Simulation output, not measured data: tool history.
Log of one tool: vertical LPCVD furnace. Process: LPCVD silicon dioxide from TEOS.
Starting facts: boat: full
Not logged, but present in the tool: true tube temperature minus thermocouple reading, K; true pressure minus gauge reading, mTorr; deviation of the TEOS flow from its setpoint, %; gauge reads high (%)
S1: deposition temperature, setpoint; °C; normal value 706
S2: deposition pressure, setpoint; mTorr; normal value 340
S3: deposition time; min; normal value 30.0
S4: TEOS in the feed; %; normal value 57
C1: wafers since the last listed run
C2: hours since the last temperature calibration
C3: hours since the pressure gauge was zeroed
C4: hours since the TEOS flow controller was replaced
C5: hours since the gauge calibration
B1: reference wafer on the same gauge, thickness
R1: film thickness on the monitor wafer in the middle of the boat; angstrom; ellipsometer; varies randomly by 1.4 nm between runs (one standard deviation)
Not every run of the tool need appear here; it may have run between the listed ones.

Run 1, day 0.000: usual settings but S2 300 mTorr; C1 0; C2 4311.2; C3 1269.3; C4 3995.5; C5 271.1; B1 194.11. Result: R1 2464.2 angstrom.
Run 2, day 3.254: usual settings but S2 370 mTorr, S3 22.5 min; C1 818; C2 4389.3; C3 1347.4; C4 4073.6; C5 349.2; B1 193.97. Result: R1 2083.3 angstrom.
Run 3, day 6.008: usual settings but S3 38.0 min; C1 692; C2 4455.4; C3 1413.5; C4 4139.7; C5 415.3; B1 193.94. Result: R1 3297.2 angstrom.
Run 4, day 8.721: usual settings; C1 682; C2 4520.5; C3 1478.6; C4 4204.8; C5 480.4; B1 194.31. Result: R1 2625.2 angstrom.
Run 5, day 11.888: usual settings; C1 796; C2 4596.5; C3 1554.6; C4 4280.8; C5 556.4; B1 193.63. Result: R1 2617.2 angstrom.
Run 6, day 14.454: usual settings but S3 22.5 min; C1 645; C2 4658.1; C3 1616.2; C4 4342.4; C5 618.0; B1 194.03. Result: R1 1998.8 angstrom.
Run 7, day 17.583: usual settings but S1 698 °C, S4 48 %; C1 786; C2 4733.2; C3 1691.3; C4 4417.5; C5 693.1; B1 194.13. Result: R1 2037.9 angstrom.
Run 8, day 21.479: usual settings; C1 979; C2 4826.7; C3 1784.8; C4 4511.0; C5 786.6; B1 194.10. Result: R1 2652.6 angstrom.
Run 9, day 25.229: usual settings; C1 943; C2 4916.7; C3 1874.8; C4 4601.0; C5 876.6; B1 194.37. Result: R1 2686.7 angstrom.
Run 10, day 27.258: usual settings but S1 702 °C, S4 49 %; C1 510; C2 4965.4; C3 1923.5; C4 4649.7; C5 925.3; B1 194.03. Result: R1 2257.9 angstrom.
Run 11, day 30.867: usual settings but S1 710 °C; C1 907; C2 5052.0; C3 2010.1; C4 4736.3; C5 1011.9; B1 194.31. Result: R1 2943.0 angstrom.
Run 12, day 32.729: usual settings but S2 365 mTorr; C1 468; C2 5096.7; C3 2054.8; C4 4781.0; C5 1056.6; B1 193.94. Result: R1 2804.5 angstrom.
Run 13, day 34.292: usual settings but S1 711 °C; C1 392; C2 5134.2; C3 2092.3; C4 4818.5; C5 1094.1; B1 193.94. Result: R1 3034.8 angstrom.
Run 14, day 38.150: usual settings; C1 970; C2 5226.8; C3 2184.9; C4 4911.1; C5 1186.7; B1 194.07. Result: R1 2689.1 angstrom.
Run 15, day 41.875: usual settings but S1 702 °C; C1 936; C2 5316.2; C3 2274.3; C4 5000.5; C5 1276.1; B1 193.92. Result: R1 2469.4 angstrom.
At day 53.088: pressure gauge zeroed.
At day 53.662: thermocouples replaced and temperature profile calibrated.
Run 16, day 53.683: usual settings; C1 2573; C2 0.5; C3 14.3; C4 5283.9; C5 1559.5; B1 194.19. Result: R1 2428.1 angstrom.
Run 17, day 59.996: usual settings; C1 1587; C2 152.0; C3 165.8; C4 5435.4; C5 1711.0; B1 194.32. Result: R1 2438.4 angstrom.
At day 60.642: gauge calibrated.
At day 61.092: TEOS flow controller replaced.
Run 18, day 64.200: usual settings but S1 715 °C, S2 305 mTorr, S3 19.5 min, S4 63 %; C1 805; C2 252.9; C3 266.7; C4 74.6; C5 85.4; B1 194.13. Result: R1 1938.9 angstrom.
Run 19, day 66.429: usual settings but S3 38.0 min; C1 560; C2 306.4; C3 320.2; C4 128.1; C5 138.9; B1 194.08. Result: R1 3099.9 angstrom.
Run 20, day 68.292: usual settings but S1 714 °C, S2 310 mTorr, S3 33.5 min, S4 46 %; C1 468; C2 351.1; C3 364.9; C4 172.8; C5 183.6; B1 194.15. Result: R1 2807.6 angstrom.
Run 21, day 72.429: usual settings but S1 714 °C, S2 275 mTorr, S3 36.0 min, S4 54 %; C1 1040; C2 450.4; C3 464.2; C4 272.1; C5 282.9; B1 193.64. Result: R1 3091.8 angstrom.
Run 22, day 76.025: usual settings but S1 713 °C, S2 375 mTorr, S3 41.5 min, S4 62 %; C1 904; C2 536.7; C3 550.5; C4 358.4; C5 369.2; B1 193.93. Result: R1 4407.6 angstrom.
Run 23, day 78.467: usual settings but S1 718 °C, S4 51 %; C1 614; C2 595.3; C3 609.1; C4 417.0; C5 427.8; B1 194.20. Result: R1 3057.9 angstrom.
Run 24, day 82.308: usual settings; C1 966; C2 687.5; C3 701.3; C4 509.2; C5 520.0; B1 194.51. Result: R1 2452.6 angstrom.
Run 25, day 86.008: usual settings; C1 930; C2 776.3; C3 790.1; C4 598.0; C5 608.8; B1 193.71. Result: R1 2413.8 angstrom.
Run 26, day 89.167: usual settings; C1 794; C2 852.1; C3 865.9; C4 673.8; C5 684.6; B1 193.91. Result: R1 2422.0 angstrom.
Run 27, day 91.625: usual settings but S1 713 °C, S2 395 mTorr, S3 26.0 min, S4 66 %; C1 618; C2 911.1; C3 924.9; C4 732.8; C5 743.6; B1 194.41. Result: R1 2882.5 angstrom.
Run 28, day 94.596: usual settings; C1 747; C2 982.4; C3 996.2; C4 804.1; C5 814.9; B1 194.05. Result: R1 2438.3 angstrom.
Run 29, day 97.458: usual settings but S1 710 °C, S2 385 mTorr, S3 25.5 min, S4 52 %; C1 719; C2 1051.1; C3 1064.9; C4 872.8; C5 883.6; B1 193.97. Result: R1 2320.8 angstrom.
Run 30, day 100.246: usual settings but S1 712 °C, S4 66 %; C1 700; C2 1118.0; C3 1131.8; C4 939.7; C5 950.5; B1 194.00. Result: R1 3035.2 angstrom.

5 ways to go on from here, each from the tool as it stands after run 30. What would each give?
Run A, day 100.400: usual settings but S4 68 %; C1 38; C2 1121.7; C3 1135.5; C4 943.4; C5 954.2; B1 ?. Result: R1 ?.
Run B, day 100.400: usual settings but S3 23.0 min, S4 65 %; C1 38; C2 1121.7; C3 1135.5; C4 943.4; C5 954.2; B1 ?. Result: R1 ?.
Run C, day 100.400: usual settings but S1 713 °C, S3 35.0 min, S4 65 %; C1 38; C2 1121.7; C3 1135.5; C4 943.4; C5 954.2; B1 ?. Result: R1 ?.
Run D, day 100.400: usual settings but S1 696 °C, S2 275 mTorr, S3 35.0 min, S4 66 %; C1 38; C2 1121.7; C3 1135.5; C4 943.4; C5 954.2; B1 ?. Result: R1 ?.
Run E, day 100.400: usual settings but S1 702 °C, S3 25.0 min, S4 51 %; C1 38; C2 1121.7; C3 1135.5; C4 943.4; C5 954.2; B1 ?. Result: R1 ?.

run      B1      R1
  A  193.90  2665.7
  B  193.90  1998.1
  C  193.90  3566.4
  D  193.90  2185.2
  E  193.90  1754.4
Take away the tool's hidden state, keep each run's random variation, and the runs would have read:
run      R1
  A  2637.8
  B  1977.2
  C  3529.6
  D  2161.9
  E  1735.9
